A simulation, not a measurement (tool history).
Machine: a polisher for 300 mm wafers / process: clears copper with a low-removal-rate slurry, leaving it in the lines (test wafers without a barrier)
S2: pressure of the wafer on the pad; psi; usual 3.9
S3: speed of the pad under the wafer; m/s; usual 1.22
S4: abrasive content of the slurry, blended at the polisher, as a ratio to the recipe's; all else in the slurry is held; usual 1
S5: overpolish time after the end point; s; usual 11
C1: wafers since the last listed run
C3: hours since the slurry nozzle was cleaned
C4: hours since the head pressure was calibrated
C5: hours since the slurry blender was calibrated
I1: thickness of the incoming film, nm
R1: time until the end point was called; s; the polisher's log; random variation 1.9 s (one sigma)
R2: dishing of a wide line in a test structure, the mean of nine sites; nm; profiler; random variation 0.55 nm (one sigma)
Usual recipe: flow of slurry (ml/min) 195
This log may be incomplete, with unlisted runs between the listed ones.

Run 1, hour 0: usual settings but S2 3.2 psi, S4 0.95; C1 0; wafers polished on this pad 204; C3 241.9; C4 99.9; C5 97.1; I1 582.6. Result: R1 121.5 s, R2 30.7 nm.
Run 2, hour 11: usual settings but S2 3.2 psi, S4 0.95; C1 61; wafers polished on this pad 265; C3 252.9; C4 110.9; C5 108.1; I1 587.3. Result: R1 122.3 s, R2 30.7 nm.
Run 3, hour 22.5: usual settings but S3 1.44 m/s, S5 17 s; C1 64; wafers polished on this pad 330; C3 264.4; C4 122.4; C5 119.6; I1 573.9. Result: R1 83.6 s, R2 48.2 nm.
Run 4, hour 34.1: usual settings; C1 65; wafers polished on this pad 395; C3 276; C4 134; C5 131.2; I1 565.2. Result: R1 95.3 s, R2 35.8 nm.
Run 5, hour 43.8: usual settings; C1 54; wafers polished on this pad 449; C3 285.7; C4 143.7; C5 140.9; I1 577.3. Result: R1 99.1 s, R2 33.9 nm.
Run 6, hour 51.1: usual settings; C1 40; wafers polished on this pad 490; C3 293; C4 151; C5 148.2; I1 574.7. Result: R1 98.3 s, R2 35.4 nm.
Run 7, hour 59.1: usual settings; C1 44; wafers polished on this pad 535; C3 301; C4 159; C5 156.2; I1 576. Result: R1 98.3 s, R2 33.9 nm.
Run 8, hour 66.4: usual settings but S5 14 s; C1 40; wafers polished on this pad 576; C3 308.3; C4 166.3; C5 163.5; I1 569. Result: R1 98.4 s, R2 39.4 nm.
At hour 70.2: slurry blender recalibrated.
Run 9, hour 82: usual settings but S5 14 s; C1 76; wafers polished on this pad 652; C3 323.9; C4 181.9; C5 11.8; I1 582.1. Result: R1 102.5 s, R2 39.7 nm.
Run 10, hour 96.7: usual settings but S5 14 s; C1 82; wafers polished on this pad 734; C3 338.6; C4 196.6; C5 26.5; I1 567.8. Result: R1 104.3 s, R2 39.8 nm.
At hour 102.1: worn pad replaced by a new one.
Run 11, hour 112.7: usual settings; C1 67; wafers polished on this pad 59; C3 354.6; C4 212.6; C5 42.5; I1 571.2. Result: R1 101.1 s, R2 34.2 nm.
Run 12, hour 129.7: usual settings but flow of slurry (ml/min) 150; C1 95; wafers polished on this pad 154; C3 371.6; C4 229.6; C5 59.5; I1 583.7. Result: R1 110.3 s, R2 33.1 nm.
Run 13, hour 145.2: usual settings; C1 86; wafers polished on this pad 241; C3 387.1; C4 245.1; C5 75; I1 572. Result: R1 102 s, R2 34.3 nm.
Run 14, hour 154.2: usual settings but S3 1.56 m/s; C1 50; wafers polished on this pad 291; C3 396.1; C4 254.1; C5 84; I1 572.2. Result: R1 88.2 s, R2 37.3 nm.
Run 15, hour 166.8: usual settings but S2 3 psi, S3 1.42 m/s, S4 1.3, S5 14 s; C1 70; wafers polished on this pad 362; C3 408.7; C4 266.7; C5 96.6; I1 569. Result: R1 114.5 s, R2 35.6 nm.
Run 16, hour 174.2: usual settings but flow of slurry (ml/min) 170, S2 5.2 psi; C1 41; wafers polished on this pad 404; C3 416.1; C4 274.1; C5 104; I1 580.3. Result: R1 80.1 s, R2 41.3 nm.
Run 17, hour 180.9: usual settings but flow of slurry (ml/min) 175, S2 4.5 psi, S3 1.1 m/s, S4 0.75; C1 37; wafers polished on this pad 441; C3 422.8; C4 280.8; C5 110.7; I1 568.4. Result: R1 98.6 s, R2 33.9 nm.
At hour 187.2: slurry nozzle cleaned.
At hour 191.5: head pressure recalibrated.
Run 18, hour 196.1: usual settings but S3 1.4 m/s; C1 68; wafers polished on this pad 509; C3 8.9; C4 4.6; C5 125.9; I1 578.4. Result: R1 85.7 s, R2 38 nm.
Run 19, hour 204.2: usual settings but flow of slurry (ml/min) 260, S3 1.06 m/s; C1 45; wafers polished on this pad 555; C3 17; C4 12.7; C5 134; I1 575.9. Result: R1 100.2 s, R2 34.2 nm.
Run 20, hour 221.2: usual settings but flow of slurry (ml/min) 250, S3 0.84 m/s, S5 17 s; C1 95; wafers polished on this pad 650; C3 34; C4 29.7; C5 151; I1 575.9. Result: R1 112.1 s, R2 40.5 nm.
Run 21, hour 229.3: usual settings but S3 0.88 m/s; C1 45; wafers polished on this pad 695; C3 42.1; C4 37.8; C5 159.1; I1 572.2. Result: R1 114.8 s, R2 31.8 nm.
Run 22, hour 241.3: usual settings but S3 1.1 m/s; C1 67; wafers polished on this pad 763; C3 54.1; C4 49.8; C5 171.1; I1 576.7. Result: R1 104.6 s, R2 34.6 nm.
Run 23, hour 257.3: usual settings but flow of slurry (ml/min) 250, S3 0.98 m/s; C1 89; wafers polished on this pad 852; C3 70.1; C4 65.8; C5 187.1; I1 571.8. Result: R1 103.4 s, R2 33 nm.
At hour 259.5: slurry blender recalibrated.
At hour 267.3: worn pad replaced by a new one.
Run 24, hour 272.4: usual settings but flow of slurry (ml/min) 135, S3 0.82 m/s, S5 16 s; C1 50; wafers polished on this pad 28; C3 85.2; C4 80.9; C5 12.9; I1 577. Result: R1 127.7 s, R2 36.6 nm.
Run 25, hour 317.1: usual settings; C1 250; wafers polished on this pad 279; C3 129.9; C4 125.6; C5 57.6; I1 575.8. Result: R1 96.5 s, R2 35.4 nm.
Run 26, hour 327: usual settings but S3 1.44 m/s, S5 4 s; C1 55; wafers polished on this pad 334; C3 139.8; C4 135.5; C5 67.5; I1 578.3. Result: R1 86.4 s, R2 17.9 nm.
Run 27, hour 343.9: usual settings; C1 94; wafers polished on this pad 429; C3 156.7; C4 152.4; C5 84.4; I1 580.7. Result: R1 94.8 s, R2 35.1 nm.
Run 28, hour 353: usual settings but S3 1.34 m/s, S5 9 s; C1 50; wafers polished on this pad 480; C3 165.8; C4 161.5; C5 93.5; I1 570.9. Result: R1 88.8 s, R2 32.5 nm.
Run 29, hour 364.3: usual settings but flow of slurry (ml/min) 135, S2 3.1 psi, S3 1.1 m/s, S5 15 s; C1 63; wafers polished on this pad 543; C3 177.1; C4 172.8; C5 104.8; I1 571. Result: R1 133.7 s, R2 33.8 nm.

Table of differences, measured result less the result of that run with no hidden state. Run-to-run variation is the same in both. Gauge scatter possibly is not:
Hidden state at play: removal rate lost through wear of the pad, %; slurry flow missing at the pad, %; deviation of the head's pressure from its setpoint, %; abrasive missing from the slurry, %.
run     R1    R2
  1   +2.9  -0.5
  2   +3.3  -0.7
  3   +2.5  -0.8
  4   +3.2  -0.9
  5   +3.6  -0.9
  6   +3.9    -1
  7   +4.2    -1
  8   +4.5  -1.2
  9   +5.4  -1.3
 10   +6.1  -1.5
 11   +6.7  -1.6
 12   +8.4  -1.9
 13   +8.7  -2.1
 14   +7.9  -2.3
 15  +11.3  -2.5
 16   +8.2  -2.8
 17  +10.6  -2.8
 18   -1.6  +0.4
 19   -1.7  +0.4
 20   -1.9  +0.4
 21   -1.9  +0.4
 22   -1.6  +0.4
 23   -1.4  +0.3
 24   -1.3  +0.2
 25   +0.1    +0
 26   +0.4  -0.1
 27     +1  -0.3
 28   +1.2  -0.4
 29   +2.5  -0.4
